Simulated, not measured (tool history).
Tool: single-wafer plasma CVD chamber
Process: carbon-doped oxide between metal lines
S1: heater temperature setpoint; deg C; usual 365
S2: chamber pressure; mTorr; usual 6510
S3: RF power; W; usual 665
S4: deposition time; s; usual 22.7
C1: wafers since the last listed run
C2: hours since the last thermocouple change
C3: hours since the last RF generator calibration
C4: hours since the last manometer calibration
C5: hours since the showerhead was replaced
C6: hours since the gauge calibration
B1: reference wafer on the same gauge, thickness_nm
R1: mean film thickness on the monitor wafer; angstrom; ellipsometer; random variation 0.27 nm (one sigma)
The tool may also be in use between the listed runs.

run,hour,S1,S2,S3,S4,C1,C2,C3,C4,C5,C6,B1,R1
1,0.0,365,6510,665,22.7,0,1040.1,2276.1,920.0,4669.7,268.4,169.002,1443.39
2,8.1,365,6510,665,22.7,213,1048.2,2284.2,928.1,4677.8,276.5,168.974,1442.01
3,23.1,365,6510,665,22.7,394,1063.2,2299.2,943.1,4692.8,291.5,168.992,1445.42
4,29.6,365,6510,665,22.7,171,1069.7,2305.7,949.6,4699.3,298.0,168.873,1442.63
5,46.2,365,6510,665,22.7,436,1086.3,2322.3,966.2,4715.9,314.6,168.976,1443.59
# hour 62.6: showerhead replaced
6,63.1,365,6510,665,22.7,234,1103.2,2339.2,983.1,0.5,331.5,168.942,1438.03
7,71.3,365,6510,665,22.7,215,1111.4,2347.4,991.3,8.7,339.7,169.066,1435.43
# hour 82.7: thermocouple changed; heater temperature recalibrated
8,83.2,365,6510,665,22.7,102,0.5,2359.3,1003.2,20.6,351.6,169.013,1463.51
9,93.6,365,6510,665,22.7,273,10.9,2369.7,1013.6,31.0,362.0,168.989,1460.67
10,105.2,365,6510,665,22.7,305,22.5,2381.3,1025.2,42.6,373.6,168.992,1465.06
11,114.4,365,6510,665,22.7,242,31.7,2390.5,1034.4,51.8,382.8,168.985,1459.48
12,128.1,365,6510,665,20.9,360,45.4,2404.2,1048.1,65.5,396.5,168.926,1354.50
13,146.0,370,6510,665,25.2,471,63.3,2422.1,1066.0,83.4,414.4,169.011,1602.27
# hour 149.9: gauge calibrated
# hour 156.1: RF generator calibrated
14,156.6,365,6070,665,22.7,68,73.9,0.5,1076.6,94.0,6.7,168.891,1457.93
15,172.5,365,6510,665,22.7,418,89.8,16.4,1092.5,109.9,22.6,169.055,1462.19
# hour 190.0: capacitance manometer re-zeroed and calibrated
16,190.5,352,6040,750,26.1,263,107.8,34.4,0.5,127.9,40.6,169.042,1843.00
17,201.6,365,6510,620,22.7,292,118.9,45.5,11.6,139.0,51.7,169.018,1408.53
18,208.7,378,7460,605,22.7,186,126.0,52.6,18.7,146.1,58.8,169.051,1356.16
19,217.2,365,7160,780,22.7,223,134.5,61.1,27.2,154.6,67.3,168.889,1594.75
20,229.6,365,6510,665,22.7,326,146.9,73.5,39.6,167.0,79.7,168.992,1459.44
21,241.6,356,6510,780,18.3,315,158.9,85.5,51.6,179.0,91.7,169.014,1318.78
22,258.6,365,5240,665,27.1,447,175.9,102.5,68.6,196.0,108.7,169.024,1704.14
23,264.7,354,6510,665,24.5,160,182.0,108.6,74.7,202.1,114.8,168.968,1624.31
24,282.4,360,6510,665,22.7,465,199.7,126.3,92.4,219.8,132.5,169.127,1478.73
25,291.2,365,6510,665,22.7,231,208.5,135.1,101.2,228.6,141.3,169.003,1459.25
26,301.3,372,7500,665,22.7,265,218.6,145.2,111.3,238.7,151.4,168.943,1443.80
27,318.2,360,5100,665,25.0,444,235.5,162.1,128.2,255.6,168.3,169.028,1595.24
28,335.6,365,6510,535,24.2,457,252.9,179.5,145.6,273.0,185.7,169.060,1385.18
29,342.9,375,7260,585,25.2,192,260.2,186.8,152.9,280.3,193.0,168.928,1477.70

What the log doesn't show, run by run:
delivered RF power above the setpoint (%): 0 in every run
true pressure above the setpoint (%): 0 in every run
gauge reads high (%): 0 in every run
H1: wafer temperature above the value expected at the setpoint (K)
run,H1
1,6.61
2,6.65
3,6.73
4,6.77
5,6.86
6,6.95
7,6.99
8,0.609
9,0.665
10,0.728
11,0.777
12,0.851
13,0.948
14,1
15,1.09
16,1.19
17,1.25
18,1.29
19,1.33
20,1.4
21,1.46
22,1.55
23,1.59
24,1.68
25,1.73
26,1.79
27,1.88
28,1.97
29,2.01
